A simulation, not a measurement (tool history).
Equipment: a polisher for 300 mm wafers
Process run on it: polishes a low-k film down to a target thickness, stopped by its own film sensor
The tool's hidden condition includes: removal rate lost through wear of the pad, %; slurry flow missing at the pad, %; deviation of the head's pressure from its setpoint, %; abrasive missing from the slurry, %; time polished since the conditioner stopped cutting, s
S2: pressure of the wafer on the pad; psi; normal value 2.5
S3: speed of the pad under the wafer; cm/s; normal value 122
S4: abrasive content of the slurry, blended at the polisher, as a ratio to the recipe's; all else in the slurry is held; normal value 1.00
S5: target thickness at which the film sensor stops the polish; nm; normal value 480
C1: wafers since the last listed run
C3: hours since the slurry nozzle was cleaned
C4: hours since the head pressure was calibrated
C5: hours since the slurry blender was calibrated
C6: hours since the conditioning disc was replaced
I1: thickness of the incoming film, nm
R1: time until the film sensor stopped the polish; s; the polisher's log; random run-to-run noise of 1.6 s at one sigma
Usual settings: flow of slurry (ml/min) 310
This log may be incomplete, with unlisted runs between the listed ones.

Run 1, day 0.000: usual settings but S3 110 cm/s; C1 0; wafers polished on this pad 2360; C3 458.2; C4 503.2; C5 152.2; C6 376.7; I1 524.9. Result: R1 98.1 s.
At day 2.896: conditioning disc replaced and pad reconditioned.
Run 2, day 4.162: usual settings but S3 110 cm/s; C1 1006; wafers polished on this pad 3367; C3 558.1; C4 603.1; C5 252.1; C6 30.4; I1 531.7. Result: R1 115.6 s.
At day 5.296: slurry nozzle cleaned.
Run 3, day 6.067: usual settings but S3 110 cm/s; C1 459; wafers polished on this pad 3826; C3 18.5; C4 648.8; C5 297.8; C6 76.1; I1 537.8. Result: R1 130.4 s.
At day 9.762: slurry blender recalibrated.
At day 9.779: worn pad replaced by a new one.
Run 4, day 10.342: usual settings but S2 2.7 psi; C1 1029; wafers polished on this pad 138; C3 121.1; C4 751.4; C5 13.9; C6 178.7; I1 529.9. Result: R1 86.7 s.
Run 5, day 16.429: usual settings but S2 2.7 psi; C1 1502; wafers polished on this pad 1640; C3 267.2; C4 897.5; C5 160.0; C6 324.8; I1 534.1. Result: R1 98.3 s.
At day 17.096: head pressure recalibrated.
At day 24.467: conditioning disc replaced and pad reconditioned.
Run 6, day 24.775: usual settings but S2 2.7 psi; C1 2018; wafers polished on this pad 3659; C3 467.5; C4 184.3; C5 360.3; C6 7.4; I1 527.2. Result: R1 93.0 s.
At day 26.200: worn pad replaced by a new one.
At day 26.508: slurry blender recalibrated.
Run 7, day 27.746: usual settings but S2 2.1 psi; C1 671; wafers polished on this pad 360; C3 538.8; C4 255.6; C5 29.7; C6 78.7; I1 540.1. Result: R1 141.6 s.
Run 8, day 29.383: usual settings but S2 2.1 psi; C1 404; wafers polished on this pad 764; C3 578.1; C4 294.9; C5 69.0; C6 118.0; I1 535.8. Result: R1 130.7 s.
At day 31.246: slurry nozzle cleaned.
Run 9, day 34.025: usual settings but flow of slurry (ml/min) 375; C1 1135; wafers polished on this pad 1900; C3 66.7; C4 406.3; C5 180.4; C6 229.4; I1 524.1. Result: R1 86.9 s.
Run 10, day 37.888: usual settings but flow of slurry (ml/min) 375; C1 953; wafers polished on this pad 2853; C3 159.4; C4 499.0; C5 273.1; C6 322.1; I1 532.9. Result: R1 108.2 s.
At day 41.425: slurry blender recalibrated.
Run 11, day 42.242: usual settings but flow of slurry (ml/min) 375; C1 1053; wafers polished on this pad 3907; C3 263.9; C4 603.5; C5 19.6; C6 426.6; I1 531.4. Result: R1 103.7 s.
At day 42.862: worn pad replaced by a new one.
Run 12, day 45.025: usual settings; C1 645; wafers polished on this pad 533; C3 330.7; C4 670.3; C5 86.4; C6 493.4; I1 539.1. Result: R1 118.0 s.
At day 46.167: conditioning disc replaced and pad reconditioned.
Run 13, day 47.667: usual settings; C1 631; wafers polished on this pad 1164; C3 394.1; C4 733.7; C5 149.8; C6 36.0; I1 527.2. Result: R1 97.7 s.
Run 14, day 52.054: usual settings; C1 1082; wafers polished on this pad 2247; C3 499.4; C4 839.0; C5 255.1; C6 141.3; I1 525.0. Result: R1 93.1 s.
Run 15, day 54.179: usual settings; C1 524; wafers polished on this pad 2771; C3 550.4; C4 890.0; C5 306.1; C6 192.3; I1 526.3. Result: R1 97.7 s.
At day 57.129: slurry nozzle cleaned.
At day 58.567: worn pad replaced by a new one.
At day 58.579: slurry blender recalibrated.
Run 16, day 58.658: usual settings but S3 102 cm/s, S4 1.20, S5 485 nm; C1 1051; wafers polished on this pad 19; C3 36.7; C4 997.5; C5 1.9; C6 299.8; I1 520.9. Result: R1 75.4 s.
At day 59.633: head pressure recalibrated.
Run 17, day 62.700: usual settings but S3 146 cm/s; C1 976; wafers polished on this pad 996; C3 133.7; C4 73.6; C5 98.9; C6 396.8; I1 541.5. Result: R1 108.0 s.
Run 18, day 64.225: usual settings but S2 3.3 psi, S4 1.25; C1 376; wafers polished on this pad 1372; C3 170.3; C4 110.2; C5 135.5; C6 433.4; I1 534.2. Result: R1 77.0 s.
At day 66.208: conditioning disc replaced and pad reconditioned.
Run 19, day 67.708: usual settings but S2 2.1 psi, S3 162 cm/s, S4 1.10, S5 498 nm; C1 839; wafers polished on this pad 2211; C3 253.9; C4 193.8; C5 219.1; C6 36.0; I1 534.5. Result: R1 69.4 s.
Run 20, day 70.467: usual settings but S4 1.10; C1 680; wafers polished on this pad 2892; C3 320.1; C4 260.0; C5 285.3; C6 102.2; I1 528.1. Result: R1 97.1 s.
Run 21, day 72.492: usual settings but S2 3.3 psi, S5 472 nm; C1 499; wafers polished on this pad 3392; C3 368.7; C4 308.6; C5 333.9; C6 150.8; I1 528.2. Result: R1 87.4 s.
Run 22, day 74.396: usual settings but S2 2.1 psi, S3 162 cm/s, S4 1.10, S5 498 nm; C1 469; wafers polished on this pad 3862; C3 414.4; C4 354.3; C5 379.6; C6 196.5; I1 523.6. Result: R1 50.2 s.
At day 75.012: worn pad replaced by a new one.
At day 75.946: slurry blender recalibrated.
Run 23, day 77.258: usual settings but flow of slurry (ml/min) 235, S2 2.0 psi, S3 138 cm/s; C1 644; wafers polished on this pad 533; C3 483.1; C4 423.0; C5 31.5; C6 265.2; I1 535.8. Result: R1 126.8 s.
Run 24, day 80.246: usual settings but flow of slurry (ml/min) 405, S2 3.1 psi, S3 96 cm/s, S4 1.15; C1 737; wafers polished on this pad 1271; C3 554.8; C4 494.7; C5 103.2; C6 336.9; I1 532.8. Result: R1 96.4 s.
At day 80.696: slurry nozzle cleaned.
Run 25, day 81.821: usual settings but flow of slurry (ml/min) 375; C1 378; wafers polished on this pad 1649; C3 27.0; C4 532.5; C5 141.0; C6 374.7; I1 539.3. Result: R1 114.8 s.
At day 85.017: conditioning disc replaced and pad reconditioned.
Run 26, day 86.050: usual settings; C1 1023; wafers polished on this pad 2672; C3 128.5; C4 634.0; C5 242.5; C6 24.8; I1 541.0. Result: R1 121.0 s.

3 ways to go on from here, each from the tool as it stands after run 26. What would each give?
Run A, day 86.067: usual settings but S2 3.3 psi; C1 4; wafers polished on this pad 2676; C3 128.9; C4 634.4; C5 242.9; C6 25.2; I1 529.3. Result: R1 ?.
Run B, day 86.067: usual settings but flow of slurry (ml/min) 205, S3 142 cm/s, S4 1.20; C1 4; wafers polished on this pad 2676; C3 128.9; C4 634.4; C5 242.9; C6 25.2; I1 529.3. Result: R1 ?.
Run C, day 86.067: usual settings but flow of slurry (ml/min) 250, S3 86 cm/s, S5 487 nm; C1 4; wafers polished on this pad 2676; C3 128.9; C4 634.4; C5 242.9; C6 25.2; I1 529.3. Result: R1 ?.

run     R1
  A   74.5
  B   85.2
  C  113.3
What these runs would have given with no unlogged condition in the tool:
run     R1
  A   69.5
  B   79.8
  C  105.6
